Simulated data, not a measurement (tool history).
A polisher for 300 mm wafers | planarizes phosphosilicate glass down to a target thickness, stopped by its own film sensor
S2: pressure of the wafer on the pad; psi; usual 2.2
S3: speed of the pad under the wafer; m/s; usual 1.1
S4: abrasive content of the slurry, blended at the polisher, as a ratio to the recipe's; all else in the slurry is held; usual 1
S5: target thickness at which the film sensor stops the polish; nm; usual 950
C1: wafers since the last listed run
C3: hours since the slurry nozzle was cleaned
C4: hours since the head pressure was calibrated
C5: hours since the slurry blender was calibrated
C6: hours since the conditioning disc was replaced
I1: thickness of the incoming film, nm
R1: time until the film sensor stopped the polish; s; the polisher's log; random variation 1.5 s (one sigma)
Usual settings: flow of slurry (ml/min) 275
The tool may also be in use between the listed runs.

run 1 hour=0 | flow_of_slurry_(ml/min)=275 S2=2.2 S3=1.1 S4=1 S5=950 | C1=0 wafers_polished_on_this_pad=467 C3=223.3 C4=72.9 C5=248.2 C6=313.9 | I1=1946 | R1=142.3
-- hour=12.3 conditioning disc replaced and pad reconditioned
run 2 hour=64.3 | flow_of_slurry_(ml/min)=275 S2=2.2 S3=1.1 S4=1 S5=950 | C1=567 wafers_polished_on_this_pad=1035 C3=287.6 C4=137.2 C5=312.5 C6=52 | I1=1969.4 | R1=155.8
-- hour=77.8 slurry blender recalibrated
-- hour=79.2 slurry nozzle cleaned
run 3 hour=128.3 | flow_of_slurry_(ml/min)=275 S2=2.2 S3=1.1 S4=1 S5=950 | C1=555 wafers_polished_on_this_pad=1591 C3=49.1 C4=201.2 C5=50.5 C6=116 | I1=1950.6 | R1=153.9
-- hour=138.8 worn pad replaced by a new one
run 4 hour=198 | flow_of_slurry_(ml/min)=205 S2=2.2 S3=1.1 S4=1 S5=950 | C1=598 wafers_polished_on_this_pad=539 C3=118.8 C4=270.9 C5=120.2 C6=185.7 | I1=1917.4 | R1=149.4
run 5 hour=260.9 | flow_of_slurry_(ml/min)=205 S2=2.2 S3=1.1 S4=1 S5=950 | C1=573 wafers_polished_on_this_pad=1112 C3=181.7 C4=333.8 C5=183.1 C6=248.6 | I1=1969.9 | R1=159.1
-- hour=301.9 worn pad replaced by a new one
run 6 hour=317.1 | flow_of_slurry_(ml/min)=205 S2=2.2 S3=1.1 S4=1 S5=950 | C1=475 wafers_polished_on_this_pad=138 C3=237.9 C4=390 C5=239.3 C6=304.8 | I1=1945.5 | R1=144
-- hour=347.6 slurry nozzle cleaned
-- hour=380.7 slurry blender recalibrated
run 7 hour=381.2 | flow_of_slurry_(ml/min)=275 S2=2.8 S3=1.1 S4=1 S5=950 | C1=556 wafers_polished_on_this_pad=695 C3=33.6 C4=454.1 C5=0.5 C6=368.9 | I1=1918.5 | R1=116.1
-- hour=394.4 conditioning disc replaced and pad reconditioned
run 8 hour=430.3 | flow_of_slurry_(ml/min)=275 S2=2.2 S3=1.1 S4=1 S5=737 | C1=429 wafers_polished_on_this_pad=1124 C3=82.7 C4=503.2 C5=49.6 C6=35.9 | I1=1937.2 | R1=187.1
run 9 hour=489.5 | flow_of_slurry_(ml/min)=275 S2=2.2 S3=1.1 S4=1 S5=737 | C1=539 wafers_polished_on_this_pad=1664 C3=141.9 C4=562.4 C5=108.8 C6=95.1 | I1=1940.4 | R1=186.3
-- hour=501.9 worn pad replaced by a new one
run 10 hour=522 | flow_of_slurry_(ml/min)=275 S2=2.2 S3=1.1 S4=1 S5=950 | C1=259 wafers_polished_on_this_pad=183 C3=174.4 C4=594.9 C5=141.3 C6=127.6 | I1=1901.2 | R1=131.9
run 11 hour=553.7 | flow_of_slurry_(ml/min)=210 S2=3 S3=1.1 S4=0.8 S5=1266 | C1=288 wafers_polished_on_this_pad=472 C3=206.1 C4=626.6 C5=173 C6=159.3 | I1=1933.4 | R1=87.5
run 12 hour=604.1 | flow_of_slurry_(ml/min)=185 S2=2.2 S3=1.1 S4=0.8 S5=1245 | C1=459 wafers_polished_on_this_pad=931 C3=256.5 C4=677 C5=223.4 C6=209.7 | I1=1930.4 | R1=124.9
-- hour=607.6 head pressure recalibrated
run 13 hour=628.7 | flow_of_slurry_(ml/min)=275 S2=1.6 S3=0.84 S4=1 S5=950 | C1=205 wafers_polished_on_this_pad=1137 C3=281.1 C4=21.1 C5=248 C6=234.3 | I1=1943 | R1=262.3
-- hour=645.1 slurry nozzle cleaned
-- hour=674 worn pad replaced by a new one
run 14 hour=674.5 | flow_of_slurry_(ml/min)=275 S2=2.2 S3=1.1 S4=1 S5=950 | C1=371 wafers_polished_on_this_pad=4 C3=29.4 C4=66.9 C5=293.8 C6=280.1 | I1=1930.8 | R1=132.5
run 15 hour=702.2 | flow_of_slurry_(ml/min)=275 S2=1.7 S3=1.1 S4=1 S5=790 | C1=252 wafers_polished_on_this_pad=256 C3=57.1 C4=94.6 C5=321.5 C6=307.8 | I1=1931.3 | R1=208.3
run 16 hour=741 | flow_of_slurry_(ml/min)=275 S2=1.9 S3=0.74 S4=1 S5=712 | C1=353 wafers_polished_on_this_pad=610 C3=95.9 C4=133.4 C5=360.3 C6=346.6 | I1=1955.4 | R1=301.1
-- hour=743.5 slurry blender recalibrated
-- hour=746.8 conditioning disc replaced and pad reconditioned
run 17 hour=795 | flow_of_slurry_(ml/min)=365 S2=2.9 S3=0.96 S4=1 S5=950 | C1=455 wafers_polished_on_this_pad=1065 C3=149.9 C4=187.4 C5=51.5 C6=48.2 | I1=1964.4 | R1=126.7
-- hour=860.4 worn pad replaced by a new one
-- hour=936.4 slurry nozzle cleaned
run 18 hour=948.5 | flow_of_slurry_(ml/min)=275 S2=2.2 S3=1.1 S4=1 S5=950 | C1=1353 wafers_polished_on_this_pad=793 C3=12.1 C4=340.9 C5=205 C6=201.7 | I1=1940.6 | R1=152.3

Forecast each of these 3 alternatives for the next run:
run A hour=949 | flow_of_slurry_(ml/min)=275 S2=2.2 S3=1.1 S4=1 S5=950 | C1=4 wafers_polished_on_this_pad=797 C3=12.6 C4=341.4 C5=205.5 C6=202.2 | I1=1950.5 | R1=?
run B hour=949 | flow_of_slurry_(ml/min)=225 S2=2 S3=1.1 S4=1.2 S5=950 | C1=4 wafers_polished_on_this_pad=797 C3=12.6 C4=341.4 C5=205.5 C6=202.2 | I1=1950.5 | R1=?
run C hour=949 | flow_of_slurry_(ml/min)=275 S2=1.4 S3=1.28 S4=1 S5=950 | C1=4 wafers_polished_on_this_pad=797 C3=12.6 C4=341.4 C5=205.5 C6=202.2 | I1=1950.5 | R1=?

run=A R1=150.5
run=B R1=152.4
run=C R1=209.4
Without the tool's hidden state the same runs would have given:
run=A R1=131.4
run=B R1=133.1
run=C R1=182.9
